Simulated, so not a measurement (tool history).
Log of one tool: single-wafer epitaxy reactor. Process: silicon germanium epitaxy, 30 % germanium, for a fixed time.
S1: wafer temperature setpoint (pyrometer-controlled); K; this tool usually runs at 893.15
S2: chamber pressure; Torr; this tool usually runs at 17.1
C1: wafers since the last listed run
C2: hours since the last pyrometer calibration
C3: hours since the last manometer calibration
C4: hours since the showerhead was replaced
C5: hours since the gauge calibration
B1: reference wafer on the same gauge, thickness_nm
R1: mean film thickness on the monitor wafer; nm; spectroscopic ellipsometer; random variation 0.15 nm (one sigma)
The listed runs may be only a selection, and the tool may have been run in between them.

{"run": 1, "hour": 0.0, "S1": 893.15, "S2": 17.1, "C1": 0, "C2": 533.3, "C3": 2200.2, "C4": 5587.5, "C5": 136.5, "B1": 81.174, "R1": 95.614}
{"run": 2, "hour": 28.2, "S1": 893.15, "S2": 17.1, "C1": 376, "C2": 561.5, "C3": 2228.4, "C4": 5615.7, "C5": 164.7, "B1": 81.242, "R1": 95.741}
{"run": 3, "hour": 55.6, "S1": 885.15, "S2": 14.4, "C1": 366, "C2": 588.9, "C3": 2255.8, "C4": 5643.1, "C5": 192.1, "B1": 81.242, "R1": 74.66}
{"run": 4, "hour": 150.5, "S1": 885.15, "S2": 14.4, "C1": 1268, "C2": 683.8, "C3": 2350.7, "C4": 5738.0, "C5": 287.0, "B1": 81.186, "R1": 74.668}
{"run": 5, "hour": 167.9, "S1": 885.15, "S2": 14.4, "C1": 232, "C2": 701.2, "C3": 2368.1, "C4": 5755.4, "C5": 304.4, "B1": 81.189, "R1": 74.663}
{"run": 6, "hour": 189.3, "S1": 893.15, "S2": 17.1, "C1": 286, "C2": 722.6, "C3": 2389.5, "C4": 5776.8, "C5": 325.8, "B1": 81.191, "R1": 95.622}
{"hour": 207.3, "done": "gauge calibrated"}
{"run": 7, "hour": 217.7, "S1": 893.15, "S2": 17.1, "C1": 379, "C2": 751.0, "C3": 2417.9, "C4": 5805.2, "C5": 10.4, "B1": 81.176, "R1": 95.711}
{"run": 8, "hour": 244.3, "S1": 904.15, "S2": 18.1, "C1": 355, "C2": 777.6, "C3": 2444.5, "C4": 5831.8, "C5": 37.0, "B1": 81.198, "R1": 121.712}
{"run": 9, "hour": 264.6, "S1": 888.15, "S2": 13.0, "C1": 271, "C2": 797.9, "C3": 2464.8, "C4": 5852.1, "C5": 57.3, "B1": 81.158, "R1": 75.559}
{"run": 10, "hour": 282.3, "S1": 908.15, "S2": 19.8, "C1": 236, "C2": 815.6, "C3": 2482.5, "C4": 5869.8, "C5": 75.0, "B1": 81.242, "R1": 137.028}
{"hour": 292.9, "done": "capacitance manometer re-zeroed and calibrated"}
{"hour": 299.0, "done": "pyrometer calibrated"}
{"hour": 353.2, "done": "showerhead replaced"}
{"run": 11, "hour": 353.7, "S1": 883.15, "S2": 15.9, "C1": 659, "C2": 54.7, "C3": 60.8, "C4": 0.5, "C5": 146.4, "B1": 81.263, "R1": 72.597}
{"run": 12, "hour": 372.9, "S1": 893.15, "S2": 15.1, "C1": 256, "C2": 73.9, "C3": 80.0, "C4": 19.7, "C5": 165.6, "B1": 81.234, "R1": 86.884}
{"run": 13, "hour": 398.7, "S1": 905.15, "S2": 17.1, "C1": 344, "C2": 99.7, "C3": 105.8, "C4": 45.5, "C5": 191.4, "B1": 81.213, "R1": 116.999}
{"run": 14, "hour": 427.8, "S1": 906.15, "S2": 18.9, "C1": 388, "C2": 128.8, "C3": 134.9, "C4": 74.6, "C5": 220.5, "B1": 81.186, "R1": 125.076}
{"run": 15, "hour": 459.4, "S1": 901.15, "S2": 19.7, "C1": 422, "C2": 160.4, "C3": 166.5, "C4": 106.2, "C5": 252.1, "B1": 81.157, "R1": 115.541}
{"run": 16, "hour": 489.9, "S1": 881.15, "S2": 18.9, "C1": 407, "C2": 190.9, "C3": 197.0, "C4": 136.7, "C5": 282.6, "B1": 81.224, "R1": 76.138}
{"run": 17, "hour": 509.4, "S1": 893.15, "S2": 17.1, "C1": 260, "C2": 210.4, "C3": 216.5, "C4": 156.2, "C5": 302.1, "B1": 81.261, "R1": 92.205}

4 ways to go on from here, each from the tool as it stands after run 17. What would each give?
{"run": "A", "hour": 509.8, "S1": 893.15, "S2": 17.1, "C1": 5, "C2": 210.8, "C3": 216.9, "C4": 156.6, "C5": 302.5, "B1": "?", "R1": "?"}
{"run": "B", "hour": 509.8, "S1": 888.15, "S2": 17.1, "C1": 5, "C2": 210.8, "C3": 216.9, "C4": 156.6, "C5": 302.5, "B1": "?", "R1": "?"}
{"run": "C", "hour": 509.8, "S1": 880.15, "S2": 18.5, "C1": 5, "C2": 210.8, "C3": 216.9, "C4": 156.6, "C5": 302.5, "B1": "?", "R1": "?"}
{"run": "D", "hour": 509.8, "S1": 901.15, "S2": 15.9, "C1": 5, "C2": 210.8, "C3": 216.9, "C4": 156.6, "C5": 302.5, "B1": "?", "R1": "?"}

run=A B1=81.290 R1=92.486
run=B B1=81.290 R1=83.669
run=C B1=81.290 R1=73.804
run=D B1=81.290 R1=104.530
Without the tool's hidden state the same runs would have given:
run=A R1=92.761
run=B R1=83.921
run=C R1=74.032
run=D R1=104.833
